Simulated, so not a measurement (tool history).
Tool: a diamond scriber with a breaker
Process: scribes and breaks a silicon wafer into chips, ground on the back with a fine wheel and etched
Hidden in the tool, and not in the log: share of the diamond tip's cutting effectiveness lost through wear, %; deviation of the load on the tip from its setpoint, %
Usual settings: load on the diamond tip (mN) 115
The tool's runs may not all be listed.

run	hour	load on the diamond tip (mN)	wafers since the last listed run	hours since the diamond tip was replaced	hours since the load on the tip was calibrated	incoming depth of the damage left on the back of the incoming wafer, um	depth of the median crack under the scribed line (um)	chips rejected at inspection after the break (%)
1	0	135	0	587.8	4.1	0.32	8.77	1.63
2	102	100	648	689.8	106.1	0.68	7.48	12.63
3	203.8	100	647	791.6	207.9	0.61	7.14	16.7
# hour 251.1: diamond tip replaced by a new one
4	297.5	100	582	46.4	301.6	0.79	7.91	5.42
5	350.7	130	338	99.6	354.8	0.75	9.17	2.07
6	424.6	130	469	173.5	428.7	0.37	8.82	1.94
7	513.9	126	567	262.8	518	0.71	8.89	1.73
8	580.5	115	423	329.4	584.6	0.31	8.57	2.52
9	633.7	94	338	382.6	637.8	0.45	7.69	9.46
10	712.2	94	498	461.1	716.3	0.75	7.22	11.8
11	783.1	115	450	532	787.2	0.43	8.14	4.37
12	875.3	115	586	624.2	879.4	0.47	7.71	6.45
13	947	115	455	695.9	951.1	0.44	7.96	7.54
# hour 996.3: diamond tip replaced by a new one, of another model than before
14	1012	124	400	15.7	1016.1	0.36	8.99	1.93
# hour 1063.4: load on the tip recalibrated
15	1109.5	124	607	113.2	46.1	0.35	9.33	1.95
16	1188.3	124	500	192	124.9	0.3	9.03	1.5
17	1466.3	115	1766	470	402.9	0.58	8.49	2.35
18	1514.2	115	304	517.9	450.8	0.54	8.32	2.88
19	1567.8	115	340	571.5	504.4	0.59	8.42	3.4
20	1625.3	115	365	629	561.9	0.8	8.4	4.58
21	1708.3	146	527	712	644.9	0.35	8.84	1.81
22	1789.3	102	514	793	725.9	0.47	7.28	11.64
23	1888.5	115	630	892.2	825.1	0.48	7.29	11.15
# hour 1963.2: diamond tip replaced by a new one
24	1991.5	115	641	28.3	928.1	0.45	8.52	1.88
25	2073.5	90	521	110.3	1010.1	0.67	7.97	5.31
# hour 2111: load on the tip recalibrated
26	2119.5	134	279	156.3	8.5	0.55	9.17	2.1
27	2186.4	128	425	223.2	75.4	0.49	8.83	1.43
28	2273	115	550	309.8	162	0.61	8.53	2
29	2375.8	86	653	412.6	264.8	0.6	7.5	9.59
30	2421.8	115	292	458.6	310.8	0.7	8.24	3.43
31	2488.3	143	422	525.1	377.3	0.78	8.97	1.67
32	2747.1	115	1644	783.9	636.1	0.56	7.69	10.27
33	2826.4	88	504	863.2	715.4	0.7	6.71	23.82
# hour 2846: diamond tip replaced by a new one
34	2907.9	115	505	61.9	796.9	0.64	8.95	1.74
35	2974.4	96	422	128.4	863.4	0.45	8.36	3.59
36	3040.2	89	418	194.2	929.2	0.55	8.1	4.96
# hour 3117.1: load on the tip recalibrated
37	3130.6	86	561	284.6	13.5	0.35	7.93	6.58
38	3234.7	115	661	388.7	117.6	0.8	8.53	2.18
39	3314.8	127	509	468.8	197.7	0.6	8.92	1.53
40	3390.3	93	479	544.3	273.2	0.72	7.62	7.86
41	3482.6	148	586	636.6	365.5	0.64	8.71	1.71
42	3589	81	676	743	471.9	0.44	6.94	19.58

Hidden state or all else? Some run-to-run changes of depth of the median crack under the scribed line (um), split into what the settings, what came in and random variation would give without the hidden state, and what is left for the hidden state (with any gauge scatter that isn't in both results):
Run 13 -> 14: load on the diamond tip (mN) 115 -> 124, diamond tip replaced by a new one, of another model than before. depth of the median crack under the scribed line (um) +1.03: hidden state +1.13, all else -0.1.
Run 21 -> 22: load on the diamond tip (mN) 146 -> 102. depth of the median crack under the scribed line (um) -1.56: hidden state -0.05, all else -1.51.
Run 23 -> 24: diamond tip replaced by a new one. depth of the median crack under the scribed line (um) +1.23: hidden state +1.28, all else -0.05.
Run 33 -> 34: load on the diamond tip (mN) 88 -> 115, diamond tip replaced by a new one. depth of the median crack under the scribed line (um) +2.24: hidden state +1.36, all else +0.88.
Run 41 -> 42: load on the diamond tip (mN) 148 -> 81. depth of the median crack under the scribed line (um) -1.77: hidden state -0.1, all else -1.67.
